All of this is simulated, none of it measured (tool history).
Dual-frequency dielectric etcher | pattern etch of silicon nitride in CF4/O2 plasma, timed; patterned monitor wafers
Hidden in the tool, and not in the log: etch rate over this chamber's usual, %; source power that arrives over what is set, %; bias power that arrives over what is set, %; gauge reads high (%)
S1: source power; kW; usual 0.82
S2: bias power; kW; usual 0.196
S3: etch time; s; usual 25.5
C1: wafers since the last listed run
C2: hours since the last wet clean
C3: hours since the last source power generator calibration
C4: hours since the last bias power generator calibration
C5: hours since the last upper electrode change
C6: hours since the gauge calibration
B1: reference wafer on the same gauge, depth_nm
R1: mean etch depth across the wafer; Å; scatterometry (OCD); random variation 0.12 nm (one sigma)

| run | hour | S1 | S2 | S3 | C1 | C2 | C3 | C4 | C5 | C6 | B1 | R1 |
|---|---|---|---|---|---|---|---|---|---|---|---|---|
| 1 | 0 | 0.82 | 0.196 | 25.5 | 0 | 266.6 | 4732.1 | 1736 | 11.1 | 5.8 | 71.3 | 790 |
| 2 | 9.7 | 0.82 | 0.196 | 25.5 | 130 | 276.3 | 4741.8 | 1745.7 | 20.8 | 15.5 | 71.3 | 789 |
| 3 | 17 | 0.82 | 0.196 | 25.5 | 98 | 283.6 | 4749.1 | 1753 | 28.1 | 22.8 | 71.3 | 792 |
|  | 42.6 | source power generator calibrated |
| 4 | 51 | 0.82 | 0.158 | 28 | 403 | 317.6 | 8.4 | 1787 | 62.1 | 56.8 | 71.3 | 787 |
| 5 | 62 | 0.82 | 0.158 | 28 | 147 | 328.6 | 19.4 | 1798 | 73.1 | 67.8 | 71.3 | 789 |
| 6 | 79.2 | 0.82 | 0.196 | 25.5 | 231 | 345.8 | 36.6 | 1815.2 | 90.3 | 85 | 71.3 | 791 |
| 7 | 89.7 | 0.73 | 0.228 | 28 | 141 | 356.3 | 47.1 | 1825.7 | 100.8 | 95.5 | 71.3 | 884 |
| 8 | 105.8 | 0.72 | 0.196 | 22.5 | 216 | 372.4 | 63.2 | 1841.8 | 116.9 | 111.6 | 71.3 | 661 |
| 9 | 121.5 | 0.72 | 0.222 | 20 | 210 | 388.1 | 78.9 | 1857.5 | 132.6 | 127.3 | 71.3 | 621 |
|  | 138.2 | bias power generator calibrated |
| 10 | 138.7 | 0.82 | 0.196 | 25.5 | 177 | 405.3 | 96.1 | 0.5 | 149.8 | 144.5 | 71.3 | 810 |
| 11 | 144.9 | 0.82 | 0.196 | 23.5 | 83 | 411.5 | 102.3 | 6.7 | 156 | 150.7 | 71.3 | 749 |
| 12 | 154.4 | 0.82 | 0.224 | 22 | 127 | 421 | 111.8 | 16.2 | 165.5 | 160.2 | 71.3 | 745 |
| 13 | 168.7 | 1 | 0.171 | 25.5 | 192 | 435.3 | 126.1 | 30.5 | 179.8 | 174.5 | 71.3 | 836 |
| 14 | 176.3 | 0.66 | 0.176 | 27.5 | 102 | 442.9 | 133.7 | 38.1 | 187.4 | 182.1 | 71.3 | 762 |
| 15 | 182.8 | 0.82 | 0.196 | 19.5 | 87 | 449.4 | 140.2 | 44.6 | 193.9 | 188.6 | 71.3 | 623 |
| 16 | 193 | 0.82 | 0.196 | 25.5 | 137 | 459.6 | 150.4 | 54.8 | 204.1 | 198.8 | 71.3 | 812 |
| 17 | 206.4 | 0.9 | 0.23 | 25.5 | 180 | 473 | 163.8 | 68.2 | 217.5 | 212.2 | 71.3 | 912 |
|  | 231.6 | wet clean of the chamber |
| 18 | 232.1 | 0.87 | 0.224 | 25.5 | 22 | 0.5 | 189.5 | 93.9 | 243.2 | 237.9 | 71.3 | 879 |
| 19 | 232.5 | 0.82 | 0.196 | 25.5 | 5 | 0.9 | 189.9 | 94.3 | 243.6 | 238.3 | 71.3 | 807 |
| 20 | 235.9 | 0.76 | 0.156 | 23 | 45 | 4.3 | 193.3 | 97.7 | 247 | 241.7 | 71.3 | 635 |
| 21 | 247.1 | 0.82 | 0.196 | 25.5 | 150 | 15.5 | 204.5 | 108.9 | 258.2 | 252.9 | 71.3 | 805 |
| 22 | 261.5 | 0.66 | 0.244 | 28 | 193 | 29.9 | 218.9 | 123.3 | 272.6 | 267.3 | 71.3 | 894 |
| 23 | 278.1 | 0.99 | 0.172 | 25.5 | 223 | 46.5 | 235.5 | 139.9 | 289.2 | 283.9 | 71.3 | 826 |
| 24 | 291.6 | 0.82 | 0.217 | 25.5 | 181 | 60 | 249 | 153.4 | 302.7 | 297.4 | 71.3 | 846 |
| 25 | 302.8 | 0.75 | 0.218 | 25.5 | 150 | 71.2 | 260.2 | 164.6 | 313.9 | 308.6 | 71.3 | 815 |
| 26 | 309.7 | 0.69 | 0.196 | 21 | 92 | 78.1 | 267.1 | 171.5 | 320.8 | 315.5 | 71.3 | 620 |

Run 27 comes next. What will it give?
| 27 | 327.5 | 0.82 | 0.196 | 25.5 | 239 | 95.9 | 284.9 | 189.3 | 338.6 | 333.3 | ? | ? |

Run 27 gave B1 71.3, R1 808 Å.
Without the tool's hidden state the same run would have given R1 805 Å.
